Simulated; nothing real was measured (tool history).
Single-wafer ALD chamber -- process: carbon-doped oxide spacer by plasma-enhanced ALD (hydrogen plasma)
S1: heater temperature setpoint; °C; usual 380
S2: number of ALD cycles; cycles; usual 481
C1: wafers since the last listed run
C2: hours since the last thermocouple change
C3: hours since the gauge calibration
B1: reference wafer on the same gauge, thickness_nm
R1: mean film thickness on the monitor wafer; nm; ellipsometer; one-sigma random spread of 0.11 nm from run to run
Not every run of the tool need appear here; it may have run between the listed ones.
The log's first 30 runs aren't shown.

run	day	S1	S2	C1	C2	C3	B1	R1
31	19.767	375	437	8	214.5	53.2	22.706	21.071
32	20.129	388	413	5	223.2	61.9	22.695	19.604
33	20.6	389	527	6	234.5	73.2	22.69	25.049
34	20.946	380	400	4	242.8	81.5	22.694	19.131
35	21.283	380	481	4	250.9	89.6	22.706	22.97
36	21.946	370	402	9	266.8	105.5	22.699	19.18
37	22.408	380	558	6	277.9	116.6	22.696	26.682
38	22.783	385	576	5	286.9	125.6	22.697	27.559
39	23.262	380	481	6	298.4	137.1	22.695	23.052
40	23.538	380	507	3	305	143.7	22.707	24.171

Consider 3 possible next runs. They are alternatives, not a sequence: every one starts from the tool as it was left by run 40. What does each give?
A	23.583	380	481	0	306.1	144.8	?	?
B	23.583	368	539	0	306.1	144.8	?	?
C	23.583	375	448	0	306.1	144.8	?	?

run	B1	R1
A	22.678	22.841
B	22.678	25.595
C	22.678	21.274
Had the tool no hidden state, the same runs would have come out as:
run	R1
A	22.841
B	25.595
C	21.274
